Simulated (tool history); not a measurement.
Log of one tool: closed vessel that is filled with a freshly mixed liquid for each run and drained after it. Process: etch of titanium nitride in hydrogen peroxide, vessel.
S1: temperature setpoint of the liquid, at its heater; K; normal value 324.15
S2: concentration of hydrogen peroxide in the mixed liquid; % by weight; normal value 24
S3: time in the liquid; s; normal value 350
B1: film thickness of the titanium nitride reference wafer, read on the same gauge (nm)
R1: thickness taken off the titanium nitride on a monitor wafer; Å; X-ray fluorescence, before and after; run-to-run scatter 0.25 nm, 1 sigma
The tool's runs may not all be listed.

run     day      S1    S2   S3     B1     R1
  1       0  324.15    24  350     70  273.2
  2   1.817  324.15    24  350  70.02  271.1
  3    4.35  324.15    24  350  69.98  276.7
  4   6.212  324.15    24  350  69.98  274.4
  5   7.558  324.15    24  350  69.99  271.5
  6  10.517  324.15    24  350  69.96  275.8
  7  11.746  324.15    19  295  69.99  220.5
  8  13.667  324.15    19  295  69.98  224.4
  9  16.338  324.15    24  350  70.01  278.4
 10  19.021  324.15    24  350  69.97  274.6
     20.671  -- new drum of peroxide connected
 11  21.658  324.15    24  350     70  274.7
     22.679  -- peroxide flow meter replaced
 12  24.379  324.15    24  350  69.97  276.7
     24.879  -- thermometer replaced
 13  27.096  324.15    24  425  69.96  324.1
 14  28.408  324.15    24  230  69.94  173.6
 15  31.183  315.15    24  350  70.04  138.2
 16  33.946  330.65  27.5  235     70  288.4
 17  35.929  321.65    24  350  69.98  222.7
 18  38.512  324.15    24  350  70.01  273.1
 19  39.742  324.15    24  350  70.02  270.8
     39.862  -- gauge calibrated
 20  46.912  330.15    24  270  69.96  316.4
 21  48.425  324.15    27  525  70.03  408.8
 22  50.592  320.65    24  350  70.03  209.3
 23  52.558  324.15  26.5  350  70.03  270.2
 24  55.138  324.15    19  295  69.97  215.2
 25    56.5  324.15    24  350  70.04  272.2
 26  58.371  324.15  26.5  350     70  275.5
 27  59.483  324.15    24  245  69.96  190.2

Consider 3 possible next runs. They are alternatives, not a sequence: every one starts from the tool as it was left by run 27. What does each give?
  A  59.512  324.15    24  350   ?   ?
  B  59.512  324.15  29.5  350   ?   ?
  C  59.512  324.15    24  195   ?   ?

run     B1     R1
  A  69.98  269.4
  B  69.98  281.8
  C  69.98  150.1
Without the tool's unlogged condition, the same runs would have read:
run     R1
  A  262.3
  B  274.5
  C  146.1
